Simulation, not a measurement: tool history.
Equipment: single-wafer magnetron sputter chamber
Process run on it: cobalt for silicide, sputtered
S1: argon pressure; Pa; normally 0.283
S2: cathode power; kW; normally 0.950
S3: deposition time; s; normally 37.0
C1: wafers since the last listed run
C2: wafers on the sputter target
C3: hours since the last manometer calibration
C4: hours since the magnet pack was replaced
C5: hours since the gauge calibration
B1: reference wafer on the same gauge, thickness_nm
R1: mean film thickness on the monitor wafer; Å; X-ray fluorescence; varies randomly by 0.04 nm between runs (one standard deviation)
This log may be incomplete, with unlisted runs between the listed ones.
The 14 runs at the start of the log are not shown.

run	hour	S1	S2	S3	C1	C2	C3	C4	C5	B1	R1
15	1067.1	0.372	0.950	37.0	1978	6716	1291.3	501.6	244.8	19.092	185.57
16	1114.2	0.381	1.200	37.0	1431	8148	1338.4	548.7	291.9	19.099	233.11
17	1212.4	0.239	0.950	37.0	2985	11133	1436.6	646.9	390.1	19.100	191.21
18	1270.1	0.283	0.950	37.0	1754	12887	1494.3	704.6	447.8	19.100	189.29
19	1345.9	0.283	0.950	37.0	2304	15191	1570.1	780.4	523.6	19.094	188.07
20	1444.4	0.387	0.750	37.0	2994	18186	1668.6	878.9	622.1	19.104	144.53
# hour 1481.5: capacitance manometer re-zeroed and calibrated
21	1539.5	0.362	0.950	37.0	2647	20833	58.0	974.0	717.2	19.100	184.14
# hour 1603.5: sputter target and shields replaced
22	1624.1	0.392	0.750	33.8	2328	625	142.6	1058.6	801.8	19.099	133.49
23	1677.8	0.283	0.950	37.0	1632	2257	196.3	1112.3	855.5	19.102	190.03
24	1735.4	0.283	0.950	33.2	1750	4008	253.9	1169.9	913.1	19.101	170.17
25	1817.7	0.283	0.950	37.0	2501	6510	336.2	1252.2	995.4	19.099	189.11
26	1873.6	0.283	0.950	37.0	1699	8210	392.1	1308.1	1051.3	19.093	189.34
27	1930.2	0.283	0.800	32.9	1720	9930	448.7	1364.7	1107.9	19.090	141.63
28	2018.2	0.283	0.850	37.0	2675	12605	536.7	1452.7	1195.9	19.095	169.16
29	2073.6	0.226	1.100	34.1	1684	14289	592.1	1508.1	1251.3	19.102	203.69
# hour 2213.6: sputter target and shields replaced
30	2313.4	0.193	0.800	37.0	7046	3032	831.9	1747.9	1491.1	19.097	162.87
31	2371.6	0.283	0.950	37.0	1769	4801	890.1	1806.1	1549.3	19.096	189.07
32	2442.5	0.283	0.950	33.9	2155	6956	961.0	1877.0	1620.2	19.098	173.81
33	2538.0	0.283	0.950	37.0	2903	9860	1056.5	1972.5	1715.7	19.094	188.96
34	2576.9	0.283	1.050	40.3	1182	11042	1095.4	2011.4	1754.6	19.100	226.23
35	2643.9	0.176	1.050	37.0	2036	13079	1162.4	2078.4	1821.6	19.105	213.81
36	2739.8	0.373	0.950	37.0	2915	15994	1258.3	2174.3	1917.5	19.106	183.52

Here are 3 independent what-if runs from the current tool condition. What would each one return?
A	2740.2	0.283	0.950	37.0	12	16006	1258.7	2174.7	1917.9	?	?
B	2740.2	0.390	0.750	44.2	12	16006	1258.7	2174.7	1917.9	?	?
C	2740.2	0.283	0.950	31.0	12	16006	1258.7	2174.7	1917.9	?	?

run	B1	R1
A	19.092	188.73
B	19.092	173.23
C	19.092	158.13
With no hidden state in the tool, these same runs would have given:
run	R1
A	190.41
B	174.77
C	159.54
